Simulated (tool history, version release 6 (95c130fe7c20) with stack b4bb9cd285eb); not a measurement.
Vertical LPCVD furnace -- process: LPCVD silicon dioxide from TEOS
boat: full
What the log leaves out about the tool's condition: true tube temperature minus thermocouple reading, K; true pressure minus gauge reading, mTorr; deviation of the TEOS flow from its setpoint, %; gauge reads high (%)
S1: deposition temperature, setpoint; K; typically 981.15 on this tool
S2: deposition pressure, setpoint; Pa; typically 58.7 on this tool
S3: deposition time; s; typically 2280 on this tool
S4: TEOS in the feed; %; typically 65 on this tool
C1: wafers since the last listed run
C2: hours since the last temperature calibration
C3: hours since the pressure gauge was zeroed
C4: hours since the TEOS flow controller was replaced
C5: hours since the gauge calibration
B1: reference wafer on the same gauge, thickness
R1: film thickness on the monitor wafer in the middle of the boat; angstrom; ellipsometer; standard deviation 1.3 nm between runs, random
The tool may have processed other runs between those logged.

| run | hour | S1 | S2 | S3 | S4 | C1 | C2 | C3 | C4 | C5 | B1 | R1 |
|---|---|---|---|---|---|---|---|---|---|---|---|---|
| 1 | 0 | 981.15 | 58.7 | 2280 | 65 | 0 | 4706.7 | 872 | 3126 | 291.3 | 457.24 | 4463.3 |
| 2 | 66.4 | 981.15 | 58.7 | 2280 | 65 | 1055 | 4773.1 | 938.4 | 3192.4 | 357.7 | 458.49 | 4504.5 |
| 3 | 134.3 | 981.15 | 47.3 | 2280 | 65 | 1079 | 4841 | 1006.3 | 3260.3 | 425.6 | 457.85 | 4035.8 |
| 4 | 184 | 981.15 | 47.3 | 2280 | 65 | 789 | 4890.7 | 1056 | 3310 | 475.3 | 457.21 | 4001.7 |
| 5 | 281 | 981.15 | 47.3 | 2280 | 65 | 1541 | 4987.7 | 1153 | 3407 | 572.3 | 457.8 | 3998.5 |
| 6 | 335.9 | 981.15 | 58.7 | 2280 | 65 | 872 | 5042.6 | 1207.9 | 3461.9 | 627.2 | 458.14 | 4490.8 |
| 7 | 408.4 | 981.15 | 58.7 | 2280 | 65 | 1152 | 5115.1 | 1280.4 | 3534.4 | 699.7 | 457.38 | 4498.7 |
|  | 453.6 | gauge calibrated |
| 8 | 485.9 | 981.15 | 58.7 | 2280 | 68 | 1231 | 5192.6 | 1357.9 | 3611.9 | 32.3 | 458.29 | 4597.9 |
| 9 | 523.4 | 981.15 | 53.3 | 2280 | 65 | 595 | 5230.1 | 1395.4 | 3649.4 | 69.8 | 457.43 | 4282.2 |
|  | 575.1 | thermocouples replaced and temperature profile calibrated |
| 10 | 575.6 | 981.15 | 58.7 | 2280 | 65 | 448 | 0.5 | 1447.6 | 3701.6 | 122 | 458.34 | 4070.7 |
| 11 | 659.9 | 981.15 | 58.7 | 2280 | 65 | 1339 | 84.8 | 1531.9 | 3785.9 | 206.3 | 458.3 | 4103.5 |
|  | 704.2 | TEOS flow controller replaced |
| 12 | 765.2 | 981.15 | 58.7 | 2280 | 65 | 1292 | 190.1 | 1637.2 | 61 | 311.6 | 458.06 | 4130.2 |
| 13 | 847.6 | 981.15 | 58.7 | 2280 | 65 | 1309 | 272.5 | 1719.6 | 143.4 | 394 | 458.58 | 4154.7 |
| 14 | 884.6 | 981.15 | 58.7 | 1470 | 57 | 588 | 309.5 | 1756.6 | 180.4 | 431 | 458.1 | 2503.9 |
| 15 | 945.1 | 987.15 | 53.3 | 1680 | 65 | 961 | 370 | 1817.1 | 240.9 | 491.5 | 457.69 | 3366.2 |
|  | 1018.1 | pressure gauge zeroed |
| 16 | 1018.6 | 981.15 | 48.7 | 2640 | 57 | 786 | 443.5 | 0.5 | 314.4 | 565 | 456.99 | 4110.9 |
| 17 | 1108.7 | 981.15 | 58.7 | 2280 | 74 | 1431 | 533.6 | 90.6 | 404.5 | 655.1 | 457.93 | 4491.8 |
| 18 | 1184.7 | 993.15 | 50.7 | 1890 | 65 | 1207 | 609.6 | 166.6 | 480.5 | 731.1 | 458.56 | 4249.8 |
| 19 | 1222.4 | 981.15 | 68 | 3030 | 65 | 599 | 647.3 | 204.3 | 518.2 | 768.8 | 458.13 | 6039.5 |

Predict the results of run 20:
|  | 1258.5 | gauge calibrated |
| 20 | 1295.3 | 981.15 | 58.7 | 1470 | 65 | 1158 | 720.2 | 277.2 | 591.1 | 36.8 | ? | ? |

B1: 458.12
R1: 2723.6 angstrom
With no hidden state in the tool, this same run would have given R1 2620.8 angstrom.
